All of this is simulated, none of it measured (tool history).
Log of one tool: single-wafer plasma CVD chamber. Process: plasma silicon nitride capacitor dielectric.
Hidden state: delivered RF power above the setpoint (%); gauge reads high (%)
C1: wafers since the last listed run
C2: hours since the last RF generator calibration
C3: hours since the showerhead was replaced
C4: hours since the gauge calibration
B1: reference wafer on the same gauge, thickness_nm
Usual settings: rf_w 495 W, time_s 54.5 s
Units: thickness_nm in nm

Run 1, hour 0: usual settings; C1 0; C2 1537.6; C3 4741.5; C4 417.8; B1 86.538. Result: thickness_nm 89.526 nm.
Run 2, hour 94.3: usual settings; C1 1073; C2 1631.9; C3 4835.8; C4 512.1; B1 86.499. Result: thickness_nm 89.262 nm.
Run 3, hour 117.7: usual settings; C1 266; C2 1655.3; C3 4859.2; C4 535.5; B1 86.559. Result: thickness_nm 88.824 nm.
Run 4, hour 149.4: usual settings but time_s 46.2 s; C1 360; C2 1687; C3 4890.9; C4 567.2; B1 86.509. Result: thickness_nm 75.463 nm.
Run 5, hour 177.4: usual settings but time_s 46.2 s; C1 318; C2 1715; C3 4918.9; C4 595.2; B1 86.597. Result: thickness_nm 75.232 nm.
Run 6, hour 206.3: usual settings but time_s 46.2 s; C1 329; C2 1743.9; C3 4947.8; C4 624.1; B1 86.449. Result: thickness_nm 75.27 nm.
Run 7, hour 222.2: usual settings; C1 181; C2 1759.8; C3 4963.7; C4 640; B1 86.414. Result: thickness_nm 88.693 nm.
Run 8, hour 238.1: usual settings; C1 181; C2 1775.7; C3 4979.6; C4 655.9; B1 86.583. Result: thickness_nm 87.971 nm.
Run 9, hour 250.7: usual settings; C1 143; C2 1788.3; C3 4992.2; C4 668.5; B1 86.579. Result: thickness_nm 88.976 nm.
Run 10, hour 286.6: usual settings; C1 408; C2 1824.2; C3 5028.1; C4 704.4; B1 86.428. Result: thickness_nm 89.201 nm.
Run 11, hour 345.8: usual settings; C1 674; C2 1883.4; C3 5087.3; C4 763.6; B1 86.509. Result: thickness_nm 89.077 nm.
Run 12, hour 367.1: usual settings; C1 242; C2 1904.7; C3 5108.6; C4 784.9; B1 86.694. Result: thickness_nm 88.587 nm.
Run 13, hour 402.1: usual settings; C1 398; C2 1939.7; C3 5143.6; C4 819.9; B1 86.506. Result: thickness_nm 88.98 nm.
At hour 423.2: RF generator calibrated.
Run 14, hour 423.7: usual settings but rf_w 450 W, time_s 47.6 s; C1 154; C2 0.5; C3 5165.2; C4 841.5; B1 86.624. Result: thickness_nm 75.402 nm.
At hour 439.3: gauge calibrated.
Run 15, hour 454: usual settings but rf_w 455 W, time_s 65.1 s; C1 344; C2 30.8; C3 5195.5; C4 14.7; B1 86.662. Result: thickness_nm 102.986 nm.
Run 16, hour 482: usual settings; C1 318; C2 58.8; C3 5223.5; C4 42.7; B1 86.465. Result: thickness_nm 88.497 nm.
At hour 492.3: showerhead replaced.
Run 17, hour 505.7: usual settings but rf_w 560 W, time_s 43.7 s; C1 178; C2 82.5; C3 13.4; C4 66.4; B1 86.433. Result: thickness_nm 73.674 nm.
Run 18, hour 526.8: usual settings but rf_w 525 W; C1 240; C2 103.6; C3 34.5; C4 87.5; B1 86.449. Result: thickness_nm 89.675 nm.
Run 19, hour 539.9: usual settings but time_s 45.6 s; C1 149; C2 116.7; C3 47.6; C4 100.6; B1 86.499. Result: thickness_nm 73.998 nm.
Run 20, hour 571.7: usual settings but time_s 49.8 s; C1 362; C2 148.5; C3 79.4; C4 132.4; B1 86.402. Result: thickness_nm 81.433 nm.
Run 21, hour 602.2: usual settings but rf_w 595 W, time_s 46.1 s; C1 347; C2 179; C3 109.9; C4 162.9; B1 86.558. Result: thickness_nm 79.687 nm.
Run 22, hour 628.1: usual settings; C1 294; C2 204.9; C3 135.8; C4 188.8; B1 86.383. Result: thickness_nm 88.986 nm.
Run 23, hour 711.6: usual settings but time_s 46.2 s; C1 950; C2 288.4; C3 219.3; C4 272.3; B1 86.62. Result: thickness_nm 75.944 nm.
Run 24, hour 726.3: usual settings but rf_w 530 W; C1 167; C2 303.1; C3 234; C4 287; B1 86.366. Result: thickness_nm 90.857 nm.
Run 25, hour 747.3: usual settings; C1 239; C2 324.1; C3 255; C4 308; B1 86.657. Result: thickness_nm 88.777 nm.
Run 26, hour 813: usual settings but rf_w 555 W, time_s 44.1 s; C1 748; C2 389.8; C3 320.7; C4 373.7; B1 86.544. Result: thickness_nm 74.24 nm.
Run 27, hour 837.6: usual settings but time_s 64 s; C1 280; C2 414.4; C3 345.3; C4 398.3; B1 86.401. Result: thickness_nm 105.557 nm.

Forecast each of these 3 alternatives for the next run:
Run A, hour 838: usual settings but time_s 51.5 s; C1 4; C2 414.8; C3 345.7; C4 398.7; B1 ?. Result: thickness_nm ?.
Run B, hour 838: usual settings but rf_w 400 W; C1 4; C2 414.8; C3 345.7; C4 398.7; B1 ?. Result: thickness_nm ?.
Run C, hour 838: usual settings but rf_w 575 W, time_s 51.5 s; C1 4; C2 414.8; C3 345.7; C4 398.7; B1 ?. Result: thickness_nm ?.

run      B1  thickness_nm
  A  86.568        83.913
  B  86.568        83.664
  C  86.568        87.546
Without the tool's hidden state the same runs would have given:
run  thickness_nm
  A        83.913
  B        83.664
  C        87.546

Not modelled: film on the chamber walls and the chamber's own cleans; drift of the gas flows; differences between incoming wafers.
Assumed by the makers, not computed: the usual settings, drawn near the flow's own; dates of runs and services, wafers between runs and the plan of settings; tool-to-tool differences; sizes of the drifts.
